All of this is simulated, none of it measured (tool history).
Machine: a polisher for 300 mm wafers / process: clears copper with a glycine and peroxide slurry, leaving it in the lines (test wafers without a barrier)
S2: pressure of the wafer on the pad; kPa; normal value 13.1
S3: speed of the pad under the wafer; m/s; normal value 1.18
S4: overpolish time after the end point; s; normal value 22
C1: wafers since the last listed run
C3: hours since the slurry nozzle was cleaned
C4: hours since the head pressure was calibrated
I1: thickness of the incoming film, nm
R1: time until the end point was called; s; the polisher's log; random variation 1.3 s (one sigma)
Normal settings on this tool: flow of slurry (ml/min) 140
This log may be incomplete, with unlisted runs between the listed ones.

Run 1, hour 0.0: usual settings; C1 0; wafers polished on this pad 505; C3 363.9; C4 437.5; I1 508.2. Result: R1 106.9 s.
Run 2, hour 15.2: usual settings; C1 145; wafers polished on this pad 650; C3 379.1; C4 452.7; I1 493.9. Result: R1 101.4 s.
Run 3, hour 26.6: usual settings but flow of slurry (ml/min) 155, S2 15.2 kPa; C1 109; wafers polished on this pad 759; C3 390.5; C4 464.1; I1 497.1. Result: R1 88.6 s.
At hour 47.5: worn pad replaced by a new one.
Run 4, hour 48.0: usual settings but flow of slurry (ml/min) 155, S2 15.2 kPa; C1 166; wafers polished on this pad 5; C3 411.9; C4 485.5; I1 500.2. Result: R1 88.5 s.
Run 5, hour 50.3: usual settings but flow of slurry (ml/min) 155, S2 15.2 kPa; C1 22; wafers polished on this pad 27; C3 414.2; C4 487.8; I1 498.5. Result: R1 93.6 s.
Run 6, hour 56.9: usual settings; C1 63; wafers polished on this pad 90; C3 420.8; C4 494.4; I1 495.1. Result: R1 103.0 s.
Run 7, hour 65.7: usual settings; C1 84; wafers polished on this pad 174; C3 429.6; C4 503.2; I1 505.9. Result: R1 105.2 s.
Run 8, hour 87.2: usual settings but S2 9.7 kPa; C1 205; wafers polished on this pad 380; C3 451.1; C4 524.7; I1 492.9. Result: R1 131.2 s.
Run 9, hour 100.8: usual settings; C1 130; wafers polished on this pad 510; C3 464.7; C4 538.3; I1 495.9. Result: R1 103.8 s.
At hour 115.9: slurry nozzle cleaned.
Run 10, hour 117.8: usual settings but S4 15 s; C1 153; wafers polished on this pad 663; C3 1.9; C4 555.3; I1 500.0. Result: R1 103.9 s.
Run 11, hour 128.1: usual settings but S4 15 s; C1 98; wafers polished on this pad 762; C3 12.2; C4 565.6; I1 503.6. Result: R1 103.4 s.
At hour 145.6: worn pad replaced by a new one.
Run 12, hour 146.1: usual settings but flow of slurry (ml/min) 185, S2 16.5 kPa, S4 18 s; C1 134; wafers polished on this pad 4; C3 30.2; C4 583.6; I1 495.7. Result: R1 84.4 s.
Run 13, hour 155.0: usual settings but flow of slurry (ml/min) 185, S2 17.2 kPa, S3 0.98 m/s, S4 26 s; C1 85; wafers polished on this pad 89; C3 39.1; C4 592.5; I1 496.3. Result: R1 91.6 s.
Run 14, hour 168.0: usual settings but S4 13 s; C1 124; wafers polished on this pad 214; C3 52.1; C4 605.5; I1 500.7. Result: R1 101.9 s.
Run 15, hour 183.7: usual settings; C1 150; wafers polished on this pad 364; C3 67.8; C4 621.2; I1 495.5. Result: R1 103.1 s.
Run 16, hour 195.0: usual settings but S3 1.04 m/s; C1 108; wafers polished on this pad 472; C3 79.1; C4 632.5; I1 505.1. Result: R1 116.2 s.
At hour 203.8: head pressure recalibrated.
At hour 237.7: worn pad replaced by a new one.
Run 17, hour 241.7: usual settings but S2 11.7 kPa, S4 11 s; C1 389; wafers polished on this pad 38; C3 125.8; C4 37.9; I1 496.9. Result: R1 111.8 s.
Run 18, hour 252.1: usual settings but S4 14 s; C1 99; wafers polished on this pad 138; C3 136.2; C4 48.3; I1 503.0. Result: R1 105.4 s.
Run 19, hour 265.6: usual settings but S3 1.54 m/s; C1 129; wafers polished on this pad 267; C3 149.7; C4 61.8; I1 495.2. Result: R1 86.4 s.
Run 20, hour 272.4: usual settings; C1 65; wafers polished on this pad 332; C3 156.5; C4 68.6; I1 501.2. Result: R1 106.9 s.
Run 21, hour 288.7: usual settings but flow of slurry (ml/min) 115; C1 156; wafers polished on this pad 488; C3 172.8; C4 84.9; I1 509.7. Result: R1 112.5 s.
Run 22, hour 298.0: usual settings but S2 11.7 kPa, S3 1.34 m/s; C1 89; wafers polished on this pad 577; C3 182.1; C4 94.2; I1 497.4. Result: R1 103.9 s.
Run 23, hour 304.7: usual settings but flow of slurry (ml/min) 110; C1 64; wafers polished on this pad 641; C3 188.8; C4 100.9; I1 499.7. Result: R1 109.3 s.

What if the next run were any one of these 3? Each begins from the tool's condition after run 23:
Run A, hour 305.2: usual settings but S3 0.80 m/s; C1 4; wafers polished on this pad 646; C3 189.3; C4 101.4; I1 508.1. Result: R1 ?.
Run B, hour 305.2: usual settings but flow of slurry (ml/min) 185, S2 15.9 kPa, S3 1.40 m/s, S4 11 s; C1 4; wafers polished on this pad 646; C3 189.3; C4 101.4; I1 508.1. Result: R1 ?.
Run C, hour 305.2: usual settings but S2 9.7 kPa, S4 16 s; C1 4; wafers polished on this pad 646; C3 189.3; C4 101.4; I1 508.1. Result: R1 ?.

run     R1
  A  143.0
  B   75.6
  C  134.8
Take away the tool's hidden state, keep each run's random variation, and the runs would have read:
run     R1
  A  143.0
  B   75.6
  C  134.8
